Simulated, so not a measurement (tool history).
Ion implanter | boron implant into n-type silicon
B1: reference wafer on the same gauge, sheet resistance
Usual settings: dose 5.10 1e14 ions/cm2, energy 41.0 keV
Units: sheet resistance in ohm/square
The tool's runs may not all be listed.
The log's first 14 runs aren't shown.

Run 15, hour 1199.4: usual settings; B1 184.04. Result: sheet resistance 199.08 ohm/square.
Run 16, hour 1241.4: usual settings; B1 184.00. Result: sheet resistance 199.30 ohm/square.
At hour 1269.8: Faraday cup replaced and dose calibrated.
At hour 1326.8: gauge calibrated.
Run 17, hour 1338.4: usual settings but energy 45.5 keV; B1 183.96. Result: sheet resistance 192.34 ohm/square.
At hour 1375.9: extraction supply calibrated.
Run 18, hour 1434.9: usual settings but dose 4.10 1e14 ions/cm2, energy 37.0 keV; B1 184.01. Result: sheet resistance 232.80 ohm/square.
Run 19, hour 1481.0: usual settings but energy 45.5 keV; B1 183.95. Result: sheet resistance 192.27 ohm/square.
Run 20, hour 1544.5: usual settings; B1 183.95. Result: sheet resistance 194.50 ohm/square.
Run 21, hour 1586.9: usual settings but dose 4.37 1e14 ions/cm2; B1 184.00. Result: sheet resistance 219.63 ohm/square.
Run 22, hour 1657.3: usual settings; B1 183.93. Result: sheet resistance 194.22 ohm/square.
Run 23, hour 1739.3: usual settings but dose 5.54 1e14 ions/cm2, energy 48.5 keV; B1 184.08. Result: sheet resistance 179.66 ohm/square.
Run 24, hour 1831.6: usual settings but dose 4.12 1e14 ions/cm2, energy 34.0 keV; B1 184.04. Result: sheet resistance 234.82 ohm/square.
Run 25, hour 1892.6: usual settings but dose 6.14 1e14 ions/cm2, energy 53.0 keV; B1 183.95. Result: sheet resistance 165.27 ohm/square.
Run 26, hour 2000.0: usual settings but dose 5.76 1e14 ions/cm2, energy 27.0 keV; B1 184.02. Result: sheet resistance 182.99 ohm/square.
Run 27, hour 2075.7: usual settings; B1 184.02. Result: sheet resistance 195.11 ohm/square.
Run 28, hour 2113.8: usual settings but dose 6.24 1e14 ions/cm2, energy 27.0 keV; B1 183.98. Result: sheet resistance 172.27 ohm/square.
Run 29, hour 2218.0: usual settings but dose 5.79 1e14 ions/cm2; B1 184.01. Result: sheet resistance 175.96 ohm/square.
Run 30, hour 2291.1: usual settings but dose 5.77 1e14 ions/cm2, energy 49.5 keV; B1 184.03. Result: sheet resistance 174.77 ohm/square.
Run 31, hour 2327.9: usual settings; B1 183.94. Result: sheet resistance 195.33 ohm/square.
Run 32, hour 2378.7: usual settings but dose 4.26 1e14 ions/cm2; B1 184.02. Result: sheet resistance 226.73 ohm/square.
Run 33, hour 2422.1: usual settings but dose 4.35 1e14 ions/cm2, energy 32.5 keV; B1 184.01. Result: sheet resistance 227.07 ohm/square.

Forecast each of these 5 alternatives for the next run:
Run A, hour 2422.5: usual settings; B1 ?. Result: sheet resistance ?.
Run B, hour 2422.5: usual settings but dose 3.72 1e14 ions/cm2, energy 52.0 keV; B1 ?. Result: sheet resistance ?.
Run C, hour 2422.5: usual settings but dose 6.00 1e14 ions/cm2; B1 ?. Result: sheet resistance ?.
Run D, hour 2422.5: usual settings but energy 54.5 keV; B1 ?. Result: sheet resistance ?.
Run E, hour 2422.5: usual settings but dose 5.66 1e14 ions/cm2, energy 27.5 keV; B1 ?. Result: sheet resistance ?.

run      B1  sheet resistance
  A  183.99            196.47
  B  183.99            245.92
  C  183.99            172.40
  D  183.99            192.04
  E  183.99            187.13
Without the tool's hidden state the same runs would have given:
run  sheet resistance
  A            194.71
  B            243.82
  C            170.84
  D            190.36
  E            185.41

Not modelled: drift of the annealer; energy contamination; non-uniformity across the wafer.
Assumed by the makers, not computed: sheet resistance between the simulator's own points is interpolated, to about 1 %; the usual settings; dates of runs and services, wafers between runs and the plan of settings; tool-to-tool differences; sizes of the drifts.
